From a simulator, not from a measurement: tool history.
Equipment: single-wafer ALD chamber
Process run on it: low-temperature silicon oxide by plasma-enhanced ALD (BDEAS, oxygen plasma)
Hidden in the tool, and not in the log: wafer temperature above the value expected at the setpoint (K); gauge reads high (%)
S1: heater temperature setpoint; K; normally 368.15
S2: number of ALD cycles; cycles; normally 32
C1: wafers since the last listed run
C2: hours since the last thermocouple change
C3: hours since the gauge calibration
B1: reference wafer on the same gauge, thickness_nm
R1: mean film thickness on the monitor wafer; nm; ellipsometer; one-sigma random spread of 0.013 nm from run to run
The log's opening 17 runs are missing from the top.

run	hour	S1	S2	C1	C2	C3	B1	R1
18	769.6	363.15	30	211	178.7	1337.5	4.87	4.311
19	819	368.15	32	243	228.1	1386.9	4.869	4.547
20	882.4	381.15	32	312	291.5	1450.3	4.869	4.4
21	942.7	368.15	32	296	351.8	1510.6	4.87	4.541
22	995.5	377.15	30	259	404.6	1563.4	4.872	4.149
23	1045.5	357.15	29	246	454.6	1613.4	4.872	4.24
24	1092.3	380.15	38	230	501.4	1660.2	4.87	5.225
25	1149.3	368.15	32	280	558.4	1717.2	4.869	4.525
# hour 1178: gauge calibrated
26	1318.3	376.15	27	831	727.4	140.3	4.871	3.747
27	1346.5	356.15	32	138	755.6	168.5	4.872	4.696
28	1394.6	363.15	37	236	803.7	216.6	4.87	5.294
29	1458.9	363.15	29	316	868	280.9	4.866	4.152
30	1488.4	355.15	30	145	897.5	310.4	4.868	4.415
31	1518.3	357.15	32	147	927.4	340.3	4.868	4.684
32	1574.9	376.15	34	278	984	396.9	4.871	4.694
33	1624.9	368.15	32	246	1034	446.9	4.872	4.522
34	1680	380.15	26	271	1089.1	502	4.873	3.576
35	1738.4	375.15	35	287	1147.5	560.4	4.871	4.852

4 options for the next run, each taken on its own from the tool as it stands now. Forecast them:
A	1738.9	368.15	32	2	1148	560.9	?	?
B	1738.9	380.15	35	2	1148	560.9	?	?
C	1738.9	353.15	26	2	1148	560.9	?	?
D	1738.9	378.15	32	2	1148	560.9	?	?

run	B1	R1
A	4.866	4.507
B	4.866	4.803
C	4.866	3.834
D	4.866	4.406
Had the tool no hidden state, the same runs would have come out as:
run	R1
A	4.526
B	4.814
C	3.85
D	4.415
